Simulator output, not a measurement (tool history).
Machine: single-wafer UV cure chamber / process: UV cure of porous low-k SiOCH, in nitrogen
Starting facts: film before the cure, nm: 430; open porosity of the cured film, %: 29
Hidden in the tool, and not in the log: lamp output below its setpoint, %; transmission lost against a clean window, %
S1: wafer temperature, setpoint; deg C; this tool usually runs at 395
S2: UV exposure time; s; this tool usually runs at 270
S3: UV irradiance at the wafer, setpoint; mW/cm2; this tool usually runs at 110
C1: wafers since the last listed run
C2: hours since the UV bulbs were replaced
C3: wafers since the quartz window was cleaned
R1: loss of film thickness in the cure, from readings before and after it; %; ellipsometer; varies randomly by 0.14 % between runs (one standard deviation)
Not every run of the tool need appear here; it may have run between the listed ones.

run,hour,S1,S2,S3,C1,C2,C3,R1
1,0,395,390,110,0,2158.8,238,15.102
2,67,395,390,110,506,2225.8,744,14.9
3,167.6,395,270,110,760,2326.4,1504,12.491
4,243.2,395,270,110,571,2402,2076,12.263
5,320.1,395,270,110,581,2478.9,2657,12.243
6,367.2,395,270,110,355,2526,3013,11.943
# hour 441.4: quartz window cleaned
7,464.9,395,270,130,677,2623.7,177,13.353
8,563.6,395,270,130,745,2722.4,923,13.005
# hour 602.4: UV bulbs replaced
9,631.6,390,270,110,453,29.2,1376,13.341
10,694.8,390,270,110,477,92.4,1854,13.676
11,744.4,390,270,110,374,142,2229,12.988
12,827.9,395,270,110,630,225.5,2860,13.225
13,865.1,395,270,110,281,262.7,3141,13.223
14,941.1,388,390,82,574,338.7,3715,13.156
# hour 1004.1: quartz window cleaned
15,1040.2,376,150,139,688,437.8,272,12.016
16,1080.5,395,270,128,304,478.1,577,14.819
17,1116.9,378,110,110,275,514.5,852,9.34
18,1181.1,395,270,110,485,578.7,1337,13.696
19,1254.7,377,270,79,556,652.3,1893,11.736
20,1298.3,395,270,110,329,695.9,2222,13.487

Forecast run 21:
21,1348.7,389,365,138,380,746.3,2603,?

Run 21 produced R1 16.067 %.
Minus the tool's unlogged condition, the same run would have read R1 17.068 %.
